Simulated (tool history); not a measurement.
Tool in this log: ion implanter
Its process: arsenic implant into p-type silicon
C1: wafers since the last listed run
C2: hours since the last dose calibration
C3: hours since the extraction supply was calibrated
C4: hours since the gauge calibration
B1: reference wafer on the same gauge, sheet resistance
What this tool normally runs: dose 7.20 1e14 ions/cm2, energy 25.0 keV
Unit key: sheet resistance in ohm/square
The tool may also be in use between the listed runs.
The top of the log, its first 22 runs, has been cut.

Run 23, day 12.512: usual settings but dose 9.31 1e14 ions/cm2; C1 114; C2 40.3; C3 79.1; C4 123.5; B1 167.91. Result: sheet resistance 130.19 ohm/square.
Run 24, day 13.071: usual settings but dose 5.49 1e14 ions/cm2; C1 218; C2 53.7; C3 92.5; C4 136.9; B1 168.08. Result: sheet resistance 189.64 ohm/square.
Run 25, day 13.521: usual settings but dose 6.27 1e14 ions/cm2, energy 31.0 keV; C1 176; C2 64.5; C3 103.3; C4 147.7; B1 167.98. Result: sheet resistance 166.73 ohm/square.
Run 26, day 14.038: usual settings; C1 202; C2 76.9; C3 115.7; C4 160.1; B1 167.98. Result: sheet resistance 156.05 ohm/square.
Run 27, day 14.521: usual settings but dose 9.30 1e14 ions/cm2, energy 33.0 keV; C1 189; C2 88.5; C3 127.3; C4 171.7; B1 168.01. Result: sheet resistance 124.55 ohm/square.
Run 28, day 15.133: usual settings but dose 8.05 1e14 ions/cm2, energy 32.5 keV; C1 239; C2 103.2; C3 142.0; C4 186.4; B1 167.99. Result: sheet resistance 137.85 ohm/square.
Run 29, day 15.608: usual settings but dose 6.00 1e14 ions/cm2, energy 22.0 keV; C1 186; C2 114.6; C3 153.4; C4 197.8; B1 168.03. Result: sheet resistance 181.32 ohm/square.
Run 30, day 15.867: usual settings; C1 101; C2 120.8; C3 159.6; C4 204.0; B1 168.06. Result: sheet resistance 156.05 ohm/square.
Run 31, day 16.346: usual settings but dose 6.38 1e14 ions/cm2; C1 187; C2 132.3; C3 171.1; C4 215.5; B1 167.93. Result: sheet resistance 170.87 ohm/square.
Run 32, day 16.979: usual settings; C1 248; C2 147.5; C3 186.3; C4 230.7; B1 167.97. Result: sheet resistance 156.25 ohm/square.
Run 33, day 17.600: usual settings; C1 243; C2 162.4; C3 201.2; C4 245.6; B1 167.99. Result: sheet resistance 156.15 ohm/square.
Run 34, day 18.192: usual settings; C1 231; C2 176.6; C3 215.4; C4 259.8; B1 167.99. Result: sheet resistance 156.40 ohm/square.
Run 35, day 18.917: usual settings but dose 8.33 1e14 ions/cm2, energy 30.0 keV; C1 284; C2 194.0; C3 232.8; C4 277.2; B1 168.02. Result: sheet resistance 136.98 ohm/square.
Run 36, day 19.250: usual settings but dose 8.05 1e14 ions/cm2, energy 17.0 keV; C1 130; C2 202.0; C3 240.8; C4 285.2; B1 167.97. Result: sheet resistance 153.09 ohm/square.
Run 37, day 19.600: usual settings; C1 137; C2 210.4; C3 249.2; C4 293.6; B1 168.01. Result: sheet resistance 156.60 ohm/square.

What if the next run were any one of these 4? Each begins from the tool's condition after run 37:
Run A, day 19.617: usual settings; C1 6; C2 210.8; C3 249.6; C4 294.0; B1 ?. Result: sheet resistance ?.
Run B, day 19.617: usual settings but dose 8.32 1e14 ions/cm2, energy 19.0 keV; C1 6; C2 210.8; C3 249.6; C4 294.0; B1 ?. Result: sheet resistance ?.
Run C, day 19.617: usual settings but dose 5.10 1e14 ions/cm2; C1 6; C2 210.8; C3 249.6; C4 294.0; B1 ?. Result: sheet resistance ?.
Run D, day 19.617: usual settings but energy 30.5 keV; C1 6; C2 210.8; C3 249.6; C4 294.0; B1 ?. Result: sheet resistance ?.

run      B1  sheet resistance
  A  168.02            156.32
  B  168.02            147.75
  C  168.02            201.54
  D  168.02            151.26
With the hidden condition removed and each run's random variation left untouched, the same runs would have given:
run  sheet resistance
  A            154.88
  B            146.49
  C            199.59
  D            149.84
